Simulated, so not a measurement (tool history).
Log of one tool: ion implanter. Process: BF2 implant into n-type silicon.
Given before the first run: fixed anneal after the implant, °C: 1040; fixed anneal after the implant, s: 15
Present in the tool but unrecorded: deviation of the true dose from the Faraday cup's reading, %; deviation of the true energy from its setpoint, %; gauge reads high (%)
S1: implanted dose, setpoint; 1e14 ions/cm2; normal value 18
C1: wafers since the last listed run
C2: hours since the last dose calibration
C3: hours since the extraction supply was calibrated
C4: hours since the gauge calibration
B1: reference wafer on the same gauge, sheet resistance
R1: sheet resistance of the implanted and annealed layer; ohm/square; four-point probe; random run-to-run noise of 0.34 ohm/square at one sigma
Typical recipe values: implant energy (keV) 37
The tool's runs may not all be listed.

{"run": 1, "hour": 0.0, "S1": 15.09, "implant energy (keV)": 44.5, "C1": 0, "C2": 824.6, "C3": 4039.7, "C4": 902.5, "B1": 108.1, "R1": 97.11}
{"hour": 27.8, "done": "extraction supply calibrated"}
{"run": 2, "hour": 55.1, "S1": 18, "implant energy (keV)": 37, "C1": 773, "C2": 879.7, "C3": 27.3, "C4": 957.6, "B1": 108.04, "R1": 98.19}
{"run": 3, "hour": 140.4, "S1": 18, "implant energy (keV)": 37, "C1": 1401, "C2": 965, "C3": 112.6, "C4": 1042.9, "B1": 107.84, "R1": 98.26}
{"run": 4, "hour": 194.6, "S1": 18, "implant energy (keV)": 37, "C1": 890, "C2": 1019.2, "C3": 166.8, "C4": 1097.1, "B1": 107.77, "R1": 98.36}
{"run": 5, "hour": 241.7, "S1": 18, "implant energy (keV)": 37, "C1": 773, "C2": 1066.3, "C3": 213.9, "C4": 1144.2, "B1": 107.76, "R1": 97.54}
{"run": 6, "hour": 290.3, "S1": 18, "implant energy (keV)": 37, "C1": 798, "C2": 1114.9, "C3": 262.5, "C4": 1192.8, "B1": 107.5, "R1": 97.93}
{"run": 7, "hour": 367.1, "S1": 18, "implant energy (keV)": 37, "C1": 1261, "C2": 1191.7, "C3": 339.3, "C4": 1269.6, "B1": 107.53, "R1": 97.98}
{"run": 8, "hour": 424.7, "S1": 18, "implant energy (keV)": 37, "C1": 946, "C2": 1249.3, "C3": 396.9, "C4": 1327.2, "B1": 107.34, "R1": 98.21}
{"run": 9, "hour": 519.0, "S1": 18, "implant energy (keV)": 37, "C1": 1549, "C2": 1343.6, "C3": 491.2, "C4": 1421.5, "B1": 107.17, "R1": 97.3}
{"run": 10, "hour": 609.2, "S1": 18, "implant energy (keV)": 37, "C1": 1482, "C2": 1433.8, "C3": 581.4, "C4": 1511.7, "B1": 106.88, "R1": 97.4}
{"run": 11, "hour": 676.4, "S1": 16.92, "implant energy (keV)": 46, "C1": 1104, "C2": 1501, "C3": 648.6, "C4": 1578.9, "B1": 106.71, "R1": 90.78}
{"run": 12, "hour": 740.5, "S1": 16.92, "implant energy (keV)": 46, "C1": 1053, "C2": 1565.1, "C3": 712.7, "C4": 1643, "B1": 106.66, "R1": 90.54}
{"run": 13, "hour": 787.6, "S1": 15.93, "implant energy (keV)": 26, "C1": 773, "C2": 1612.2, "C3": 759.8, "C4": 1690.1, "B1": 106.46, "R1": 115.51}
{"run": 14, "hour": 856.4, "S1": 20.82, "implant energy (keV)": 32.5, "C1": 1130, "C2": 1681, "C3": 828.6, "C4": 1758.9, "B1": 106.41, "R1": 100.01}
{"run": 15, "hour": 956.5, "S1": 16.2, "implant energy (keV)": 26.5, "C1": 1644, "C2": 1781.1, "C3": 928.7, "C4": 1859, "B1": 106.37, "R1": 113.6}
{"run": 16, "hour": 1034.7, "S1": 22.86, "implant energy (keV)": 27, "C1": 1284, "C2": 1859.3, "C3": 1006.9, "C4": 1937.2, "B1": 106.09, "R1": 106.14}
{"run": 17, "hour": 1099.5, "S1": 18, "implant energy (keV)": 37, "C1": 1064, "C2": 1924.1, "C3": 1071.7, "C4": 2002, "B1": 105.93, "R1": 96.94}
{"hour": 1140.3, "done": "Faraday cup replaced and dose calibrated"}
{"run": 18, "hour": 1144.2, "S1": 18, "implant energy (keV)": 37, "C1": 603, "C2": 3.9, "C3": 1116.4, "C4": 2046.7, "B1": 106.02, "R1": 96.52}
{"run": 19, "hour": 1221.6, "S1": 13.78, "implant energy (keV)": 28.5, "C1": 1271, "C2": 81.3, "C3": 1193.8, "C4": 2124.1, "B1": 105.93, "R1": 114.15}
{"hour": 1251.0, "done": "gauge calibrated"}
{"run": 20, "hour": 1295.8, "S1": 23.25, "implant energy (keV)": 31.5, "C1": 1219, "C2": 155.5, "C3": 1268, "C4": 44.8, "B1": 109.5, "R1": 102.91}
{"run": 21, "hour": 1397.7, "S1": 13.7, "implant energy (keV)": 42, "C1": 1674, "C2": 257.4, "C3": 1369.9, "C4": 146.7, "B1": 109.24, "R1": 103.96}
{"run": 22, "hour": 1472.5, "S1": 18, "implant energy (keV)": 37, "C1": 1229, "C2": 332.2, "C3": 1444.7, "C4": 221.5, "B1": 109.11, "R1": 99.71}
{"run": 23, "hour": 1523.2, "S1": 15.37, "implant energy (keV)": 30.5, "C1": 833, "C2": 382.9, "C3": 1495.4, "C4": 272.2, "B1": 108.97, "R1": 111.38}
{"run": 24, "hour": 1604.5, "S1": 18, "implant energy (keV)": 37, "C1": 1335, "C2": 464.2, "C3": 1576.7, "C4": 353.5, "B1": 108.8, "R1": 99.01}
{"run": 25, "hour": 1681.7, "S1": 23.38, "implant energy (keV)": 41.5, "C1": 1268, "C2": 541.4, "C3": 1653.9, "C4": 430.7, "B1": 108.53, "R1": 89.6}
{"run": 26, "hour": 1787.7, "S1": 15.98, "implant energy (keV)": 37, "C1": 1741, "C2": 647.4, "C3": 1759.9, "C4": 536.7, "B1": 108.6, "R1": 102.55}
{"run": 27, "hour": 1861.6, "S1": 21.03, "implant energy (keV)": 42.5, "C1": 1214, "C2": 721.3, "C3": 1833.8, "C4": 610.6, "B1": 108.43, "R1": 90.3}
{"run": 28, "hour": 1919.5, "S1": 18, "implant energy (keV)": 49, "C1": 951, "C2": 779.2, "C3": 1891.7, "C4": 668.5, "B1": 108.31, "R1": 88.43}
{"run": 29, "hour": 1984.9, "S1": 18, "implant energy (keV)": 46, "C1": 1074, "C2": 844.6, "C3": 1957.1, "C4": 733.9, "B1": 108.14, "R1": 89.98}
{"run": 30, "hour": 2060.4, "S1": 15.14, "implant energy (keV)": 29.5, "C1": 1240, "C2": 920.1, "C3": 2032.6, "C4": 809.4, "B1": 107.85, "R1": 112.27}
{"run": 31, "hour": 2101.3, "S1": 13.03, "implant energy (keV)": 28, "C1": 672, "C2": 961, "C3": 2073.5, "C4": 850.3, "B1": 107.87, "R1": 119.5}
{"run": 32, "hour": 2422.8, "S1": 14.87, "implant energy (keV)": 33.5, "C1": 5282, "C2": 1282.5, "C3": 2395, "C4": 1171.8, "B1": 107.27, "R1": 107.53}
{"run": 33, "hour": 2503.3, "S1": 18, "implant energy (keV)": 37, "C1": 1322, "C2": 1363, "C3": 2475.5, "C4": 1252.3, "B1": 107.18, "R1": 97.98}
{"run": 34, "hour": 2600.7, "S1": 22.84, "implant energy (keV)": 47, "C1": 1600, "C2": 1460.4, "C3": 2572.9, "C4": 1349.7, "B1": 106.93, "R1": 82.88}
{"run": 35, "hour": 2674.0, "S1": 18, "implant energy (keV)": 32.5, "C1": 1204, "C2": 1533.7, "C3": 2646.2, "C4": 1423, "B1": 106.9, "R1": 103.17}
{"run": 36, "hour": 2743.9, "S1": 15.77, "implant energy (keV)": 37, "C1": 1148, "C2": 1603.6, "C3": 2716.1, "C4": 1492.9, "B1": 106.63, "R1": 101.36}

Branching from run 36: 5 alternative next runs. What would each branch give?
{"run": "A", "hour": 2744.3, "S1": 18, "implant energy (keV)": 37, "C1": 6, "C2": 1604, "C3": 2716.5, "C4": 1493.3, "B1": "?", "R1": "?"}
{"run": "B", "hour": 2744.3, "S1": 13.13, "implant energy (keV)": 37, "C1": 6, "C2": 1604, "C3": 2716.5, "C4": 1493.3, "B1": "?", "R1": "?"}
{"run": "C", "hour": 2744.3, "S1": 18, "implant energy (keV)": 49.5, "C1": 6, "C2": 1604, "C3": 2716.5, "C4": 1493.3, "B1": "?", "R1": "?"}
{"run": "D", "hour": 2744.3, "S1": 21.65, "implant energy (keV)": 25.5, "C1": 6, "C2": 1604, "C3": 2716.5, "C4": 1493.3, "B1": "?", "R1": "?"}
{"run": "E", "hour": 2744.3, "S1": 19.48, "implant energy (keV)": 30, "C1": 6, "C2": 1604, "C3": 2716.5, "C4": 1493.3, "B1": "?", "R1": "?"}

run=A B1=106.72 R1=97.59
run=B B1=106.72 R1=108.12
run=C B1=106.72 R1=86.7
run=D B1=106.72 R1=110.81
run=E B1=106.72 R1=104.96
Without the tool's unlogged condition, the same runs would have read:
run=A R1=100.6
run=B R1=111.46
run=C R1=89.38
run=D R1=114.23
run=E R1=108.2
